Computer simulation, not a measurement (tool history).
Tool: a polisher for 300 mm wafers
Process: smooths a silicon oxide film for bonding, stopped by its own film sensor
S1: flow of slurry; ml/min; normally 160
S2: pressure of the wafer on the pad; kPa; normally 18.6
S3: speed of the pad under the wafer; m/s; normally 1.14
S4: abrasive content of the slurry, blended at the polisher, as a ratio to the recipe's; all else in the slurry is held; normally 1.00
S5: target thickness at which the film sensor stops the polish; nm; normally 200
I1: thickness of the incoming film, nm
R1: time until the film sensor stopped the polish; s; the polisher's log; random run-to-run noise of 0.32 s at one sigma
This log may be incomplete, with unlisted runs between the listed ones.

{"run": 1, "hour": 0.0, "S1": 160, "S2": 22.8, "S3": 1.14, "S4": 1.0, "S5": 193, "I1": 230.0, "R1": 33.7}
{"hour": 171.3, "done": "worn pad replaced by a new one"}
{"run": 2, "hour": 200.0, "S1": 160, "S2": 18.6, "S3": 1.14, "S4": 1.0, "S5": 200, "I1": 225.8, "R1": 30.2}
{"hour": 218.0, "done": "slurry blender recalibrated"}
{"run": 3, "hour": 256.7, "S1": 160, "S2": 18.6, "S3": 1.14, "S4": 1.0, "S5": 200, "I1": 232.7, "R1": 33.6}
{"hour": 277.8, "done": "slurry nozzle cleaned"}
{"run": 4, "hour": 327.7, "S1": 160, "S2": 18.6, "S3": 1.14, "S4": 1.0, "S5": 200, "I1": 231.4, "R1": 33.4}
{"run": 5, "hour": 365.6, "S1": 160, "S2": 18.6, "S3": 1.14, "S4": 1.0, "S5": 200, "I1": 225.4, "R1": 27.2}
{"run": 6, "hour": 409.6, "S1": 160, "S2": 18.6, "S3": 1.14, "S4": 1.0, "S5": 200, "I1": 229.5, "R1": 32.2}
{"hour": 431.2, "done": "worn pad replaced by a new one"}
{"hour": 458.0, "done": "slurry blender recalibrated"}
{"run": 7, "hour": 550.8, "S1": 160, "S2": 18.6, "S3": 1.14, "S4": 1.0, "S5": 200, "I1": 230.6, "R1": 33.1}
{"run": 8, "hour": 592.7, "S1": 145, "S2": 18.6, "S3": 1.14, "S4": 0.75, "S5": 200, "I1": 233.0, "R1": 43.0}
{"run": 9, "hour": 641.7, "S1": 145, "S2": 18.6, "S3": 1.14, "S4": 0.75, "S5": 200, "I1": 230.7, "R1": 40.7}
{"run": 10, "hour": 669.3, "S1": 145, "S2": 18.6, "S3": 1.14, "S4": 0.75, "S5": 200, "I1": 231.1, "R1": 42.7}
{"hour": 699.8, "done": "slurry blender recalibrated"}
{"hour": 734.7, "done": "worn pad replaced by a new one"}
{"run": 11, "hour": 735.2, "S1": 160, "S2": 18.6, "S3": 1.14, "S4": 1.0, "S5": 200, "I1": 229.7, "R1": 31.6}
{"run": 12, "hour": 803.1, "S1": 125, "S2": 18.6, "S3": 1.14, "S4": 1.0, "S5": 200, "I1": 229.7, "R1": 33.4}
{"hour": 829.6, "done": "slurry nozzle cleaned"}
{"run": 13, "hour": 860.6, "S1": 145, "S2": 18.6, "S3": 1.14, "S4": 0.9, "S5": 200, "I1": 230.4, "R1": 36.4}
{"run": 14, "hour": 920.6, "S1": 160, "S2": 18.6, "S3": 1.14, "S4": 1.0, "S5": 200, "I1": 228.8, "R1": 33.1}
{"hour": 959.3, "done": "head pressure recalibrated"}
{"run": 15, "hour": 971.0, "S1": 160, "S2": 18.6, "S3": 1.14, "S4": 1.0, "S5": 194, "I1": 228.8, "R1": 38.4}
{"hour": 995.5, "done": "worn pad replaced by a new one"}
{"hour": 1010.7, "done": "slurry blender recalibrated"}
{"run": 16, "hour": 1027.6, "S1": 160, "S2": 23.4, "S3": 1.14, "S4": 1.0, "S5": 200, "I1": 231.1, "R1": 27.0}
{"run": 17, "hour": 1055.5, "S1": 190, "S2": 18.6, "S3": 1.5, "S4": 1.1, "S5": 200, "I1": 229.5, "R1": 23.0}
{"run": 18, "hour": 1099.1, "S1": 145, "S2": 18.6, "S3": 0.78, "S4": 1.3, "S5": 207, "I1": 231.4, "R1": 30.4}
{"run": 19, "hour": 1170.7, "S1": 160, "S2": 18.6, "S3": 1.14, "S4": 1.0, "S5": 209, "I1": 230.9, "R1": 23.7}
{"run": 20, "hour": 1195.9, "S1": 105, "S2": 13.8, "S3": 1.14, "S4": 0.8, "S5": 200, "I1": 226.3, "R1": 42.0}
{"run": 21, "hour": 1264.2, "S1": 160, "S2": 18.6, "S3": 1.14, "S4": 1.0, "S5": 200, "I1": 228.4, "R1": 31.8}
{"hour": 1280.4, "done": "worn pad replaced by a new one"}
{"hour": 1300.6, "done": "slurry blender recalibrated"}
{"run": 22, "hour": 1324.4, "S1": 160, "S2": 15.2, "S3": 1.14, "S4": 1.0, "S5": 194, "I1": 232.7, "R1": 46.2}

Same runs, no hidden state in the tool, same run-to-run variation:
Unlogged tool condition in this case: removal rate lost through wear of the pad, %; slurry flow missing at the pad, %; deviation of the head's pressure from its setpoint, %; abrasive missing from the slurry, %.
run=1 R1=32.0
run=2 R1=26.0
run=3 R1=32.3
run=4 R1=31.2
run=5 R1=25.0
run=6 R1=29.0
run=7 R1=30.2
run=8 R1=38.1
run=9 R1=35.1
run=10 R1=36.2
run=11 R1=29.7
run=12 R1=30.5
run=13 R1=32.2
run=14 R1=28.6
run=15 R1=34.2
run=16 R1=26.4
run=17 R1=22.2
run=18 R1=28.9
run=19 R1=21.7
run=20 R1=37.8
run=21 R1=27.9
run=22 R1=44.1

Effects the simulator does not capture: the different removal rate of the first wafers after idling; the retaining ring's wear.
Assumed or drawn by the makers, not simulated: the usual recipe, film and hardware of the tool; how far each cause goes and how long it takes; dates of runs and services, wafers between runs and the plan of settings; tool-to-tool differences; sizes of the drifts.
